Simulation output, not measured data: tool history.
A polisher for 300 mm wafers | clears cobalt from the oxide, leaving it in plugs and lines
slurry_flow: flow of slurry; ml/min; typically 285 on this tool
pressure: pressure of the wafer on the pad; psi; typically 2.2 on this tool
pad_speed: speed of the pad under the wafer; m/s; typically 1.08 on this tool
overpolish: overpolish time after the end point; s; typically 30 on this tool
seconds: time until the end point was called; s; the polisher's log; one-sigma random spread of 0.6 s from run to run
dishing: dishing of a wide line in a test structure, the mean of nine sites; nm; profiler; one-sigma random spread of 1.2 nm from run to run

run   hour  slurry_flow  pressure  pad_speed  overpolish  incoming thickness of the incoming film, nm  seconds  dishing
  1    0.0          285       2.2       1.08          30                                        190.6     34.6     75.1
      15.3  -- worn pad replaced by a new one
  2   28.1          285       2.2       1.08          30                                        188.5     35.0     76.0
  3   67.4          285       2.2       1.08          30                                        187.3     34.6     73.5
  4   79.5          285       2.2       1.08          30                                        188.3     33.8     74.3
  5  100.1          285       2.2       1.08          30                                        191.6     34.8     74.4
  6  133.8          285       2.2       0.94          30                                        186.6     40.4     70.2
  7  159.9          285       2.0       1.08          30                                        191.3     37.6     71.6
  8  176.9          285       2.0       1.08          30                                        189.4     36.7     69.9
     195.7  -- worn pad replaced by a new one
  9  205.0          285       2.0       1.08          30                                        191.5     38.0     71.0
 10  226.8          285       2.2       1.08          30                                        191.0     34.7     75.1
 11  254.2          285       2.2       1.08          30                                        188.2     35.1     76.4
 12  278.0          285       2.2       1.08          30                                        189.8     34.6     74.3
 13  299.1          285       1.8       1.08          35                                        191.2     42.3     72.8
 14  318.9          185       2.2       1.38          30                                        192.1     29.4     76.2
 15  345.4          285       2.6       1.08          30                                        189.5     29.3     78.3
     354.7  -- worn pad replaced by a new one
 16  375.0          365       2.2       1.08          45                                        188.4     33.3     82.0
 17  404.3          240       2.9       0.84          30                                        189.1     34.3     76.5
     414.1  -- slurry nozzle cleaned
     464.8  -- head pressure recalibrated
 18  479.7          370       2.2       1.08          30                                        189.1     33.6     76.1
 19  509.3          325       2.9       1.24          40                                        191.0     22.6     84.8
 20  535.5          340       2.2       1.08          23                                        186.2     33.4     69.2
     549.8  -- worn pad replaced by a new one
 21  632.4          285       2.2       1.08          30                                        192.5     34.4     75.3
     721.6  -- worn pad replaced by a new one
 22  735.8          385       1.8       1.08          22                                        187.1     42.0     63.4
 23  751.2          285       2.2       0.92          30                                        188.8     40.5     73.1
 24  787.2          285       2.2       1.08          42                                        191.2     35.0     78.6
 25  805.3          355       2.2       0.76          18                                        190.5     48.8     51.3
 26  834.8          285       2.2       1.08          30                                        187.9     34.5     73.1

Branching from run 26: 5 alternative next runs. What would each branch give?
  A  835.2          285       2.2       1.08          43                                        194.4        ?        ?
  B  835.2          375       2.2       1.08          30                                        194.4        ?        ?
  C  835.2          355       2.2       0.72          30                                        194.4        ?        ?
  D  835.2          285       1.9       1.08          30                                        194.4        ?        ?
  E  835.2          220       2.2       1.08          30                                        194.4        ?        ?

run  seconds  dishing
  A     37.1     82.3
  B     36.2     76.3
  C     53.4     66.4
  D     42.8     72.4
  E     38.3     75.1
The same runs, with their run-to-run variation unchanged, on a tool lacking any hidden condition would have given:
run  seconds  dishing
  A     37.1     82.3
  B     36.2     76.3
  C     53.4     66.4
  D     42.8     72.4
  E     38.3     75.1
